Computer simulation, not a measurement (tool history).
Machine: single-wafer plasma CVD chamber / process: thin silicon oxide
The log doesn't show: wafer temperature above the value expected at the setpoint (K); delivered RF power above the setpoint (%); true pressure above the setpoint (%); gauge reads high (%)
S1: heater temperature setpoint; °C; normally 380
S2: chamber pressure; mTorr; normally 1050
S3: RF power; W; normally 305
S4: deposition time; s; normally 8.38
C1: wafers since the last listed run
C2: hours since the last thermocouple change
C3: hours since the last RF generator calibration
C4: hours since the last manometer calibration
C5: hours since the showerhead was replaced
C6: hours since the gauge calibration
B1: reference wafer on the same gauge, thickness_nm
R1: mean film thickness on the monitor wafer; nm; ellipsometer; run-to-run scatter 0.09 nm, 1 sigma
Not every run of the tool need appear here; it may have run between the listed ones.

run	hour	S1	S2	S3	S4	C1	C2	C3	C4	C5	C6	B1	R1
1	0.0	380	1050	305	8.38	0	754.5	826.5	475.9	5997.0	634.3	21.978	19.080
2	100.2	380	1050	305	8.38	3815	854.7	926.7	576.1	6097.2	734.5	21.906	18.776
3	180.7	380	1050	305	8.38	3065	935.2	1007.2	656.6	6177.7	815.0	21.912	18.879
4	247.7	380	1050	305	8.38	2551	1002.2	1074.2	723.6	6244.7	882.0	21.877	18.794
5	285.2	380	1050	305	8.38	1428	1039.7	1111.7	761.1	6282.2	919.5	21.843	18.879
6	378.0	380	1050	305	8.38	3533	1132.5	1204.5	853.9	6375.0	1012.3	21.843	18.924
7	467.9	380	1050	305	8.38	3423	1222.4	1294.4	943.8	6464.9	1102.2	21.749	18.765
8	523.4	380	1050	305	8.38	2113	1277.9	1349.9	999.3	6520.4	1157.7	21.774	18.860
9	610.5	380	1200	305	8.38	3316	1365.0	1437.0	1086.4	6607.5	1244.8	21.762	20.339
10	668.2	380	1200	305	8.38	2197	1422.7	1494.7	1144.1	6665.2	1302.5	21.734	20.286
11	776.1	380	1240	305	8.38	4108	1530.6	1602.6	1252.0	6773.1	1410.4	21.682	20.618
# hour 811.0: RF generator calibrated
12	814.2	373	1050	305	8.38	1146	1568.7	3.2	1290.1	6811.2	1448.5	21.648	18.833
13	910.0	373	1050	305	8.38	3648	1664.5	99.0	1385.9	6907.0	1544.3	21.641	18.638
14	980.1	373	1050	305	8.38	2669	1734.6	169.1	1456.0	6977.1	1614.4	21.566	18.745
# hour 991.2: gauge calibrated
15	1086.3	394	1190	305	10.03	4044	1840.8	275.3	1562.2	7083.3	95.1	22.304	24.635
16	1133.0	380	1050	305	8.38	1778	1887.5	322.0	1608.9	7130.0	141.8	22.273	19.399
# hour 1161.8: thermocouple changed; heater temperature recalibrated
17	1171.2	393	1050	340	8.38	1150	9.4	360.2	1647.1	7168.2	180.0	22.245	20.376
# hour 1188.3: showerhead replaced
18	1231.5	373	1050	305	7.40	1991	69.7	420.5	1707.4	43.2	240.3	22.244	16.908
19	1312.6	380	1050	305	8.38	3088	150.8	501.6	1788.5	124.3	321.4	22.181	19.219
20	1355.7	380	810	305	8.38	1641	193.9	544.7	1831.6	167.4	364.5	22.218	15.972
21	1399.8	367	1050	305	8.38	1679	238.0	588.8	1875.7	211.5	408.6	22.148	19.345
# hour 1456.1: capacitance manometer re-zeroed and calibrated
22	1456.6	380	1050	305	8.38	1858	294.8	645.6	0.5	268.3	465.4	22.135	19.171
23	1521.5	380	1050	305	9.39	2471	359.7	710.5	65.4	333.2	530.3	22.125	21.344
24	1601.8	373	1050	305	8.38	3057	440.0	790.8	145.7	413.5	610.6	22.124	19.122
25	1661.3	390	1050	305	7.27	2265	499.5	850.3	205.2	473.0	670.1	22.046	16.391

What will run 26 give?
26	1754.8	380	1050	255	8.38	3560	593.0	943.8	298.7	566.5	763.6	?	?

B1: 22.038
R1: 16.519 nm
Take away the tool's hidden state, keep the run-to-run variation as it was, and the same run would have given R1 16.726 nm.
